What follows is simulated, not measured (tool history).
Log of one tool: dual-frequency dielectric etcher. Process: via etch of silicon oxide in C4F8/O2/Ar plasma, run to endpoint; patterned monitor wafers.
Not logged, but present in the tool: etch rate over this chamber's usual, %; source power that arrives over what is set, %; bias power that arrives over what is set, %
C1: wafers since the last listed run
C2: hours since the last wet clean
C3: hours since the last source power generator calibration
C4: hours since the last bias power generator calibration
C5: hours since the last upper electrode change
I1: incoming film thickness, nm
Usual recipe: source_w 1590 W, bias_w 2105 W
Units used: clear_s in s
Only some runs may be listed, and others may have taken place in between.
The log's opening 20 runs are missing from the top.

run 21 day=18.292 | source_w=1400 bias_w=2353 | C1=118 C2=220.1 C3=3072.7 C4=51.2 C5=3259.2 | I1=915.8 | clear_s=188.1
run 22 day=18.842 | source_w=1900 bias_w=2105 | C1=82 C2=233.3 C3=3085.9 C4=64.4 C5=3272.4 | I1=909.9 | clear_s=162.8
run 23 day=19.638 | source_w=1590 bias_w=2105 | C1=119 C2=252.4 C3=3105.0 C4=83.5 C5=3291.5 | I1=912.9 | clear_s=179.1
-- day=20.604 source power generator calibrated
run 24 day=20.704 | source_w=1590 bias_w=2105 | C1=135 C2=278.0 C3=2.4 C4=109.1 C5=3317.1 | I1=907.5 | clear_s=178.8
-- day=24.738 upper electrode replaced
run 25 day=24.758 | source_w=1240 bias_w=2554 | C1=459 C2=375.3 C3=99.7 C4=206.4 C5=0.5 | I1=915.4 | clear_s=199.0
run 26 day=25.221 | source_w=1590 bias_w=2624 | C1=69 C2=386.4 C3=110.8 C4=217.5 C5=11.6 | I1=909.4 | clear_s=167.5
run 27 day=26.225 | source_w=1590 bias_w=2381 | C1=150 C2=410.5 C3=134.9 C4=241.6 C5=35.7 | I1=914.3 | clear_s=175.3
run 28 day=27.467 | source_w=1590 bias_w=2105 | C1=186 C2=440.3 C3=164.7 C4=271.4 C5=65.5 | I1=916.9 | clear_s=184.5
run 29 day=28.354 | source_w=1590 bias_w=2105 | C1=133 C2=461.6 C3=186.0 C4=292.7 C5=86.8 | I1=910.9 | clear_s=182.6
run 30 day=29.188 | source_w=1320 bias_w=1971 | C1=125 C2=481.6 C3=206.0 C4=312.7 C5=106.8 | I1=908.9 | clear_s=207.1
run 31 day=29.971 | source_w=1890 bias_w=1679 | C1=117 C2=500.4 C3=224.8 C4=331.5 C5=125.6 | I1=917.9 | clear_s=178.9
-- day=31.050 wet clean of the chamber
run 32 day=31.171 | source_w=1810 bias_w=1714 | C1=30 C2=2.9 C3=253.6 C4=360.3 C5=154.4 | I1=906.2 | clear_s=174.1
run 33 day=32.079 | source_w=1420 bias_w=2303 | C1=136 C2=24.7 C3=275.4 C4=382.1 C5=176.2 | I1=909.1 | clear_s=185.5
run 34 day=32.650 | source_w=1430 bias_w=2105 | C1=85 C2=38.4 C3=289.1 C4=395.8 C5=189.9 | I1=915.8 | clear_s=189.4

Alternative continuations, all from the tool just after run 34; predict every row:
run A day=32.671 | source_w=1590 bias_w=1880 | C1=3 C2=38.9 C3=289.6 C4=396.3 C5=190.4 | I1=915.8 | clear_s=?
run B day=32.671 | source_w=1750 bias_w=2105 | C1=3 C2=38.9 C3=289.6 C4=396.3 C5=190.4 | I1=915.8 | clear_s=?
run C day=32.671 | source_w=1700 bias_w=2105 | C1=3 C2=38.9 C3=289.6 C4=396.3 C5=190.4 | I1=915.8 | clear_s=?
run D day=32.671 | source_w=1260 bias_w=2105 | C1=3 C2=38.9 C3=289.6 C4=396.3 C5=190.4 | I1=915.8 | clear_s=?
run E day=32.671 | source_w=1970 bias_w=2407 | C1=3 C2=38.9 C3=289.6 C4=396.3 C5=190.4 | I1=915.8 | clear_s=?

run=A clear_s=185.3
run=B clear_s=169.5
run=C clear_s=172.3
run=D clear_s=206.3
run=E clear_s=152.5
Take away the tool's hidden state, keep each run's random variation, and the runs would have read:
run=A clear_s=185.0
run=B clear_s=169.2
run=C clear_s=172.0
run=D clear_s=205.9
run=E clear_s=152.3
